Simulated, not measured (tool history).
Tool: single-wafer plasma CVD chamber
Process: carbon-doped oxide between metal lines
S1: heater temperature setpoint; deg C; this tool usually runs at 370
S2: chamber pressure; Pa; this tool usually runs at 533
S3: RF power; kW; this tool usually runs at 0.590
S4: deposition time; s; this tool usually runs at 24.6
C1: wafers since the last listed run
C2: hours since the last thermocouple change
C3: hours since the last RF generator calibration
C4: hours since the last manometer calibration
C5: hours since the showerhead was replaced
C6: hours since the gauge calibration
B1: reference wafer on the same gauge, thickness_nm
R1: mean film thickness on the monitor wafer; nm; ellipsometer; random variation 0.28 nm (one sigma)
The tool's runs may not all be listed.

run     day   S1   S2     S3    S4    C1      C2      C3      C4      C5      C6       B1       R1
  1   0.000  370  533  0.590  24.6     0  1760.8   477.7  1923.4  5254.4   512.5  123.157  129.232
  2   4.183  370  533  0.590  24.6  2156  1861.2   578.1  2023.8  5354.8   612.9  123.002  129.362
  3   6.388  370  533  0.590  24.6  1136  1914.1   631.0  2076.7  5407.7   665.8  122.966  128.905
  4  10.821  370  533  0.590  24.6  2285  2020.5   737.4  2183.1  5514.1   772.2  122.996  128.454
  5  24.267  370  533  0.590  24.6  6932  2343.2  1060.1  2505.8  5836.8  1094.9  122.898  129.323
  6  26.292  370  533  0.590  24.6  1044  2391.8  1108.7  2554.4  5885.4  1143.5  122.932  128.523
     27.462  -- capacitance manometer re-zeroed and calibrated
     29.567  -- RF generator calibrated
  7  30.129  370  533  0.590  24.6  1634  2483.9    13.5    64.0  5977.5  1235.6  123.040  130.155
  8  33.083  370  533  0.590  24.6  1523  2554.8    84.4   134.9  6048.4  1306.5  123.020  130.734
  9  37.425  370  533  0.590  24.6  2238  2659.0   188.6   239.1  6152.6  1410.7  122.974  130.350
     38.304  -- showerhead replaced
 10  40.558  367  533  0.590  24.6  1443  2734.2   263.8   314.3    54.1  1485.9  123.006  130.925
 11  42.621  370  533  0.545  24.6  1063  2783.7   313.3   363.8   103.6  1535.4  122.968  125.628
 12  44.883  370  533  0.545  24.6  1166  2838.0   367.6   418.1   157.9  1589.7  123.131  125.345
     46.929  -- thermocouple changed; heater temperature recalibrated
 13  49.146  370  533  0.590  26.4  2025    53.2   469.9   520.4   260.2  1692.0  123.003  139.776
 14  53.412  370  660  0.665  24.6  2199   155.6   572.3   622.8   362.6  1794.4  122.990  141.259
 15  55.550  370  407  0.590  23.2  1102   206.9   623.6   674.1   413.9  1845.7  122.956  119.235
     56.675  -- gauge calibrated
 16  57.862  370  533  0.590  24.6  1192   262.4   679.1   729.6   469.4    28.5  123.042  129.974
 17  60.958  370  624  0.590  22.7  1596   336.7   753.4   803.9   543.7   102.8  122.944  122.226
 18  64.975  356  533  0.590  24.6  2070   433.1   849.8   900.3   640.1   199.2  123.021  135.329
 19  69.829  370  423  0.590  22.1  2502   549.6   966.3  1016.8   756.6   315.7  122.995  113.957
 20  73.375  370  651  0.590  24.6  1828   634.7  1051.4  1101.9   841.7   400.8  122.924  132.600
     73.788  -- RF generator calibrated
 21  77.204  380  492  0.535  20.5  1802   726.6    82.0  1193.8   933.6   492.7  123.066   99.858
 22  79.579  361  533  0.675  24.6  1224   783.6   139.0  1250.8   990.6   549.7  123.084  141.581
 23  81.700  370  651  0.590  24.6  1093   834.5   189.9  1301.7  1041.5   600.6  122.919  132.949
 24  83.488  370  533  0.590  24.6   921   877.4   232.8  1344.6  1084.4   643.5  123.018  129.534
 25  85.167  370  533  0.590  24.6   865   917.7   273.1  1384.9  1124.7   683.8  122.940  129.347
 26  88.150  370  419  0.590  24.6  1538   989.3   344.7  1456.5  1196.3   755.4  123.079  127.142
 27  91.054  370  605  0.590  27.5  1497  1059.0   414.4  1526.2  1266.0   825.1  122.929  146.832

5 ways to go on from here, each from the tool as it stands after run 27. What would each give?
  A  91.071  370  649  0.590  24.6   8  1059.4  414.8  1526.6  1266.4  825.5   ?   ?
  B  91.071  370  533  0.590  27.0   8  1059.4  414.8  1526.6  1266.4  825.5   ?   ?
  C  91.071  370  480  0.625  28.4   8  1059.4  414.8  1526.6  1266.4  825.5   ?   ?
  D  91.071  357  533  0.590  24.6   8  1059.4  414.8  1526.6  1266.4  825.5   ?   ?
  E  91.071  370  443  0.590  24.6   8  1059.4  414.8  1526.6  1266.4  825.5   ?   ?

run       B1       R1
  A  123.123  132.569
  B  123.123  141.731
  C  123.123  151.546
  D  123.123  134.223
  E  123.123  126.834
Had the tool no hidden state, the same runs would have come out as:
run       R1
  A  133.776
  B  142.854
  C  152.598
  D  135.287
  E  127.714

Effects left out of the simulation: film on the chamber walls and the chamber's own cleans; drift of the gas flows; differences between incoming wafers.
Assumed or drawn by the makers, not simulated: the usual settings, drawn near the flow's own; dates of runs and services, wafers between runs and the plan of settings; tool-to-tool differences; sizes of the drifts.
